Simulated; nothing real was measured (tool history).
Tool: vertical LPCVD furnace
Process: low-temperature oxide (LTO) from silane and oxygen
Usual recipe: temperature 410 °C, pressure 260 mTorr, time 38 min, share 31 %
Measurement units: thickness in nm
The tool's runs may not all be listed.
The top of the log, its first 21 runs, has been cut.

run,hour,temperature,pressure,time,share,"read-back reference wafer on the same gauge, thickness",thickness
22,1611.7,414,295,38,31,334.87,389.46
23,1697.6,420,315,26,31,335.04,302.04
24,1736.3,410,225,38,35,334.98,335.12
25,1818.7,410,260,24.5,31,334.59,211.41
26,1897.2,422,210,47.5,34,335.36,428.13
27,2130.7,410,260,38,31,334.97,327.19
28,2209.3,422,260,45,31,335.05,443.72
29,2302.6,410,260,34,35,335.11,347.67
30,2376.3,410,290,38,27,335.05,299.96
31,2412.4,410,285,26,31,335.09,245.18
32,2503.9,410,280,38,31,335.22,354.07

3 ways to go on from here, each from the tool as it stands after run 32. What would each give?
A,2507.8,410,260,38,31,?,?
B,2507.8,419,260,38,31,?,?
C,2507.8,420,200,38,31,?,?

run,"read-back reference wafer on the same gauge, thickness",thickness
A,335.11,327.86
B,335.11,362.48
C,335.11,281.9
The same runs, with their run-to-run variation unchanged, on a tool lacking any hidden condition would have given:
run,thickness
A,325.43
B,359.88
C,279.88
